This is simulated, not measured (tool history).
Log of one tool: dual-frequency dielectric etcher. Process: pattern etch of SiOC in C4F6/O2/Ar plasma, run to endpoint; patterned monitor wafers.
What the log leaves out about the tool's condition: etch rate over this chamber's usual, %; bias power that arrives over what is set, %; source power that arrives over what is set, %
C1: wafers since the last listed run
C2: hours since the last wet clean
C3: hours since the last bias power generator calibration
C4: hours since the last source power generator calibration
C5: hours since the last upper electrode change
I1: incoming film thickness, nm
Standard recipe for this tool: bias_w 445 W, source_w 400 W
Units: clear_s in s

run 1 hour=0.0 | bias_w=445 source_w=400 | C1=0 C2=342.7 C3=2859.2 C4=1664.2 C5=5257.2 | I1=26.91 | clear_s=9.3
run 2 hour=15.6 | bias_w=445 source_w=400 | C1=204 C2=358.3 C3=2874.8 C4=1679.8 C5=5272.8 | I1=27.05 | clear_s=9.5
run 3 hour=30.0 | bias_w=445 source_w=400 | C1=188 C2=372.7 C3=2889.2 C4=1694.2 C5=5287.2 | I1=26.70 | clear_s=9.3
run 4 hour=36.3 | bias_w=445 source_w=440 | C1=82 C2=379.0 C3=2895.5 C4=1700.5 C5=5293.5 | I1=26.99 | clear_s=9.2
run 5 hour=45.5 | bias_w=445 source_w=440 | C1=120 C2=388.2 C3=2904.7 C4=1709.7 C5=5302.7 | I1=26.94 | clear_s=9.2
run 6 hour=61.8 | bias_w=445 source_w=400 | C1=213 C2=404.5 C3=2921.0 C4=1726.0 C5=5319.0 | I1=26.96 | clear_s=9.4
run 7 hour=77.4 | bias_w=529 source_w=400 | C1=204 C2=420.1 C3=2936.6 C4=1741.6 C5=5334.6 | I1=26.70 | clear_s=8.7
-- hour=104.8 upper electrode replaced
run 8 hour=105.3 | bias_w=529 source_w=400 | C1=51 C2=448.0 C3=2964.5 C4=1769.5 C5=0.5 | I1=27.02 | clear_s=8.9
run 9 hour=105.6 | bias_w=529 source_w=400 | C1=3 C2=448.3 C3=2964.8 C4=1769.8 C5=0.8 | I1=26.97 | clear_s=8.9
run 10 hour=112.3 | bias_w=445 source_w=400 | C1=87 C2=455.0 C3=2971.5 C4=1776.5 C5=7.5 | I1=26.81 | clear_s=9.5
run 11 hour=121.0 | bias_w=445 source_w=400 | C1=114 C2=463.7 C3=2980.2 C4=1785.2 C5=16.2 | I1=26.91 | clear_s=9.5
-- hour=132.2 source power generator calibrated
run 12 hour=132.7 | bias_w=445 source_w=400 | C1=100 C2=475.4 C3=2991.9 C4=0.5 C5=27.9 | I1=26.79 | clear_s=9.4
-- hour=148.3 bias power generator calibrated
run 13 hour=148.8 | bias_w=445 source_w=400 | C1=158 C2=491.5 C3=0.5 C4=16.6 C5=44.0 | I1=26.67 | clear_s=9.4
run 14 hour=157.8 | bias_w=445 source_w=400 | C1=117 C2=500.5 C3=9.5 C4=25.6 C5=53.0 | I1=27.05 | clear_s=9.5
run 15 hour=172.0 | bias_w=445 source_w=400 | C1=186 C2=514.7 C3=23.7 C4=39.8 C5=67.2 | I1=26.75 | clear_s=9.4
run 16 hour=183.9 | bias_w=445 source_w=400 | C1=155 C2=526.6 C3=35.6 C4=51.7 C5=79.1 | I1=26.78 | clear_s=9.5
run 17 hour=192.5 | bias_w=356 source_w=440 | C1=112 C2=535.2 C3=44.2 C4=60.3 C5=87.7 | I1=27.04 | clear_s=10.3
run 18 hour=200.2 | bias_w=513 source_w=340 | C1=100 C2=542.9 C3=51.9 C4=68.0 C5=95.4 | I1=27.05 | clear_s=9.5
run 19 hour=206.8 | bias_w=534 source_w=400 | C1=86 C2=549.5 C3=58.5 C4=74.6 C5=102.0 | I1=26.75 | clear_s=8.9
run 20 hour=243.6 | bias_w=445 source_w=460 | C1=482 C2=586.3 C3=95.3 C4=111.4 C5=138.8 | I1=26.49 | clear_s=9.1
run 21 hour=260.0 | bias_w=445 source_w=400 | C1=214 C2=602.7 C3=111.7 C4=127.8 C5=155.2 | I1=26.77 | clear_s=9.6
run 22 hour=276.4 | bias_w=445 source_w=480 | C1=214 C2=619.1 C3=128.1 C4=144.2 C5=171.6 | I1=26.74 | clear_s=9.1
-- hour=301.1 wet clean of the chamber
run 23 hour=301.6 | bias_w=380 source_w=400 | C1=15 C2=0.5 C3=153.3 C4=169.4 C5=196.8 | I1=27.10 | clear_s=9.7
run 24 hour=301.9 | bias_w=445 source_w=320 | C1=3 C2=0.8 C3=153.6 C4=169.7 C5=197.1 | I1=26.70 | clear_s=9.4
run 25 hour=310.1 | bias_w=477 source_w=340 | C1=107 C2=9.0 C3=161.8 C4=177.9 C5=205.3 | I1=26.86 | clear_s=9.1
run 26 hour=319.0 | bias_w=367 source_w=450 | C1=116 C2=17.9 C3=170.7 C4=186.8 C5=214.2 | I1=26.70 | clear_s=9.4
run 27 hour=335.0 | bias_w=445 source_w=400 | C1=209 C2=33.9 C3=186.7 C4=202.8 C5=230.2 | I1=26.87 | clear_s=9.0
run 28 hour=348.9 | bias_w=531 source_w=460 | C1=182 C2=47.8 C3=200.6 C4=216.7 C5=244.1 | I1=26.76 | clear_s=8.1
run 29 hour=366.2 | bias_w=445 source_w=490 | C1=226 C2=65.1 C3=217.9 C4=234.0 C5=261.4 | I1=26.60 | clear_s=8.5
run 30 hour=375.9 | bias_w=534 source_w=500 | C1=127 C2=74.8 C3=227.6 C4=243.7 C5=271.1 | I1=26.92 | clear_s=7.9
run 31 hour=393.2 | bias_w=445 source_w=400 | C1=226 C2=92.1 C3=244.9 C4=261.0 C5=288.4 | I1=26.90 | clear_s=9.0
run 32 hour=403.1 | bias_w=390 source_w=470 | C1=129 C2=102.0 C3=254.8 C4=270.9 C5=298.3 | I1=27.30 | clear_s=9.2
run 33 hour=414.6 | bias_w=445 source_w=400 | C1=150 C2=113.5 C3=266.3 C4=282.4 C5=309.8 | I1=26.70 | clear_s=9.0
run 34 hour=427.1 | bias_w=481 source_w=460 | C1=163 C2=126.0 C3=278.8 C4=294.9 C5=322.3 | I1=26.94 | clear_s=8.6
run 35 hour=440.8 | bias_w=373 source_w=400 | C1=179 C2=139.7 C3=292.5 C4=308.6 C5=336.0 | I1=26.92 | clear_s=9.8

5 options for the next run, each taken on its own from the tool as it stands now. Forecast them:
run A hour=441.2 | bias_w=445 source_w=400 | C1=5 C2=140.1 C3=292.9 C4=309.0 C5=336.4 | I1=26.87 | clear_s=?
run B hour=441.2 | bias_w=378 source_w=360 | C1=5 C2=140.1 C3=292.9 C4=309.0 C5=336.4 | I1=26.87 | clear_s=?
run C hour=441.2 | bias_w=499 source_w=400 | C1=5 C2=140.1 C3=292.9 C4=309.0 C5=336.4 | I1=26.87 | clear_s=?
run D hour=441.2 | bias_w=548 source_w=430 | C1=5 C2=140.1 C3=292.9 C4=309.0 C5=336.4 | I1=26.87 | clear_s=?
run E hour=441.2 | bias_w=445 source_w=310 | C1=5 C2=140.1 C3=292.9 C4=309.0 C5=336.4 | I1=26.87 | clear_s=?

run=A clear_s=9.0
run=B clear_s=9.9
run=C clear_s=8.6
run=D clear_s=8.1
run=E clear_s=9.7
Had the tool no hidden state, the same runs would have come out as:
run=A clear_s=8.9
run=B clear_s=9.8
run=C clear_s=8.5
run=D clear_s=8.0
run=E clear_s=9.5

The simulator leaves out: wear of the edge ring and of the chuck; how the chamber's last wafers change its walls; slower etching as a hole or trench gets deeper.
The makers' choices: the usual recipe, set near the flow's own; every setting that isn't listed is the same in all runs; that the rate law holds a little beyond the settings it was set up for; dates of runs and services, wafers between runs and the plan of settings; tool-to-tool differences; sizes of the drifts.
